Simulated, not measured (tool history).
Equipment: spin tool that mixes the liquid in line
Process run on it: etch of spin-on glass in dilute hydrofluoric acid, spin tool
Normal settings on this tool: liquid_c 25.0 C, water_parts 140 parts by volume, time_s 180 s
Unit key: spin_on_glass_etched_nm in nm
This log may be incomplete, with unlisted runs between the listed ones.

run,hour,liquid_c,water_parts,time_s,wafers since the last listed run,hours since the thermometer was replaced,hours since the hydrofluoric acid flow meter was replaced,hours since the gauge calibration,"read-back film thickness of the spin-on glass reference wafer, read on the same gauge (nm)",spin_on_glass_etched_nm
1,0.0,25.0,140,180,0,212.8,668.9,1474.1,80.01,41.86
2,58.5,25.0,140,180,400,271.3,727.4,1532.6,80.02,41.51
# hour 89.2: hydrofluoric acid flow meter replaced
3,157.8,25.0,140,180,673,370.6,68.6,1631.9,79.98,39.78
4,216.9,25.0,140,180,404,429.7,127.7,1691.0,80.01,40.95
5,301.3,25.0,140,180,578,514.1,212.1,1775.4,80.01,40.16
6,376.0,25.0,140,235,511,588.8,286.8,1850.1,80.00,53.63
7,455.5,25.0,140,180,544,668.3,366.3,1929.6,79.99,40.96
# hour 524.2: thermometer replaced
8,534.2,25.0,140,180,532,10.0,445.0,2008.3,80.00,41.19
9,580.9,25.0,140,180,319,56.7,491.7,2055.0,80.01,40.99
10,626.3,25.0,140,180,311,102.1,537.1,2100.4,80.01,41.30
11,730.9,25.0,140,120,716,206.7,641.7,2205.0,80.01,27.52
12,809.6,25.0,140,120,539,285.4,720.4,2283.7,80.00,27.57
13,882.5,25.0,140,120,499,358.3,793.3,2356.6,79.99,28.01
# hour 930.6: hydrofluoric acid flow meter replaced
14,957.7,25.0,140,180,508,433.5,27.1,2431.8,80.01,40.06
15,1042.8,25.0,140,180,583,518.6,112.2,2516.9,80.00,40.25
16,1097.9,25.0,140,180,377,573.7,167.3,2572.0,80.01,40.96
# hour 1234.2: thermometer replaced
17,1377.7,25.0,140,180,1910,143.5,447.1,2851.8,80.00,41.85
18,1473.7,25.0,140,180,657,239.5,543.1,2947.8,80.02,41.22
19,1576.1,21.5,140,115,701,341.9,645.5,3050.2,80.01,23.33
20,1644.8,25.0,195,135,470,410.6,714.2,3118.9,80.00,21.38
21,1713.5,29.0,140,180,470,479.3,782.9,3187.6,79.98,48.98
# hour 1763.9: hydrofluoric acid flow meter replaced
# hour 1776.8: gauge calibrated
22,1941.5,20.0,205,85,1555,707.3,177.6,164.7,80.01,10.18
23,1986.1,25.0,140,180,305,751.9,222.2,209.3,80.02,40.31
# hour 2013.0: thermometer replaced
24,2023.2,25.0,195,180,247,10.2,259.3,246.4,79.99,27.41
25,2125.0,25.0,140,75,697,112.0,361.1,348.2,79.98,17.28
26,2216.0,25.0,140,180,623,203.0,452.1,439.2,79.99,41.02
27,2305.4,28.5,140,180,612,292.4,541.5,528.6,79.99,47.06
28,2371.6,25.0,170,180,453,358.6,607.7,594.8,79.99,33.02
29,2421.1,25.0,140,180,339,408.1,657.2,644.3,80.00,41.80
30,2498.7,25.0,140,180,531,485.7,734.8,721.9,79.99,41.98
31,2550.1,21.0,100,95,352,537.1,786.2,773.3,79.98,27.79
# hour 2592.4: hydrofluoric acid flow meter replaced
32,2607.7,29.5,105,240,387,594.7,15.3,830.9,79.99,90.23
33,2652.3,20.0,120,105,305,639.3,59.9,875.5,80.01,23.24

Here are 4 independent what-if runs from the current tool condition. What would each one return?
A,2652.8,25.0,140,180,3,639.8,60.4,876.0,?,?
B,2652.8,25.0,140,215,3,639.8,60.4,876.0,?,?
C,2652.8,25.0,75,140,3,639.8,60.4,876.0,?,?
D,2652.8,25.0,140,225,3,639.8,60.4,876.0,?,?

run,"read-back film thickness of the spin-on glass reference wafer, read on the same gauge (nm)",spin_on_glass_etched_nm
A,79.99,40.30
B,79.99,48.13
C,79.99,63.39
D,79.99,50.37
Had the tool no hidden state, the same runs would have come out as:
run,spin_on_glass_etched_nm
A,39.86
B,47.61
C,62.75
D,49.82
